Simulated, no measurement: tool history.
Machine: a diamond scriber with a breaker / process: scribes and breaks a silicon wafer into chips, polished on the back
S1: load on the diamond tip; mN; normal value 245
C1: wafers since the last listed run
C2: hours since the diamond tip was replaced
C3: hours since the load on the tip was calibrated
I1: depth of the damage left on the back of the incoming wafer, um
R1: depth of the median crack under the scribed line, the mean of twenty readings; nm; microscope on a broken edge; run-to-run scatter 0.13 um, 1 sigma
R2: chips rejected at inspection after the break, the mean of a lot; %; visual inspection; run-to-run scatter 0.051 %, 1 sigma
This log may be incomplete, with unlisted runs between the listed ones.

run 1 hour=0 | S1=272 | C1=0 C2=47.2 C3=962.4 | I1=0.03 | R1=14220 R2=3.07
run 2 hour=14.3 | S1=272 | C1=29 C2=61.5 C3=976.7 | I1=0.01 | R1=14300 R2=3.1
run 3 hour=30.4 | S1=205 | C1=32 C2=77.6 C3=992.8 | I1=0.02 | R1=10230 R2=8.61
run 4 hour=60.4 | S1=205 | C1=61 C2=107.6 C3=1022.8 | I1=0.05 | R1=10200 R2=7.87
run 5 hour=84.3 | S1=199 | C1=48 C2=131.5 C3=1046.7 | I1=0.05 | R1=9780 R2=10.24
run 6 hour=97.8 | S1=199 | C1=27 C2=145 C3=1060.2 | I1=0.04 | R1=9850 R2=11.22
run 7 hour=114.1 | S1=199 | C1=33 C2=161.3 C3=1076.5 | I1=0.03 | R1=9770 R2=10.76
-- hour=157.7 diamond tip replaced by a new one
run 8 hour=196.2 | S1=245 | C1=163 C2=38.5 C3=1158.6 | I1=0.03 | R1=12680 R2=0.86
run 9 hour=215.8 | S1=245 | C1=40 C2=58.1 C3=1178.2 | I1=0.03 | R1=12850 R2=0.93
run 10 hour=245.9 | S1=245 | C1=61 C2=88.2 C3=1208.3 | I1=0.01 | R1=12680 R2=0.96
run 11 hour=269.7 | S1=263 | C1=48 C2=112 C3=1232.1 | I1=0.02 | R1=13720 R2=2.13
run 12 hour=289.8 | S1=263 | C1=41 C2=132.1 C3=1252.2 | I1=0.01 | R1=13530 R2=1.79
run 13 hour=344.5 | S1=263 | C1=111 C2=186.8 C3=1306.9 | I1=0.03 | R1=13740 R2=1.82
-- hour=380.1 diamond tip replaced by a new one
run 14 hour=447.9 | S1=245 | C1=207 C2=67.8 C3=1410.3 | I1=0.03 | R1=12530 R2=0.81
run 15 hour=463.7 | S1=245 | C1=32 C2=83.6 C3=1426.1 | I1=0.02 | R1=12740 R2=0.87
run 16 hour=488.9 | S1=219 | C1=51 C2=108.8 C3=1451.3 | I1=0.02 | R1=11140 R2=3.79
-- hour=540.9 load on the tip recalibrated
run 17 hour=578.1 | S1=245 | C1=178 C2=198 C3=37.2 | I1=0.02 | R1=12520 R2=0.92
-- hour=597.6 diamond tip replaced by a new one
run 18 hour=598 | S1=245 | C1=36 C2=0.4 C3=57.1 | I1=0.03 | R1=12630 R2=0.93
run 19 hour=614.2 | S1=245 | C1=33 C2=16.6 C3=73.3 | I1=0.01 | R1=12670 R2=0.91
run 20 hour=628.3 | S1=245 | C1=28 C2=30.7 C3=87.4 | I1=0.01 | R1=12750 R2=0.86
run 21 hour=660.8 | S1=245 | C1=66 C2=63.2 C3=119.9 | I1=0.04 | R1=12720 R2=0.83
run 22 hour=683.1 | S1=226 | C1=45 C2=85.5 C3=142.2 | I1=0.02 | R1=11600 R2=2.29
run 23 hour=714.7 | S1=216 | C1=64 C2=117.1 C3=173.8 | I1=0.04 | R1=10930 R2=4.8
run 24 hour=750.4 | S1=285 | C1=72 C2=152.8 C3=209.5 | I1=0.01 | R1=14840 R2=5.27

What will run 25 give?
run 25 hour=772.7 | S1=245 | C1=45 C2=175.1 C3=231.8 | I1=0.03 | R1=? R2=?

{"run 25": {"R1": 12600, "R2": 0.99}}
On a tool with no hidden condition, and with the same random variation, this run would have come out at R1 12600 nm, R2 0.99 %.
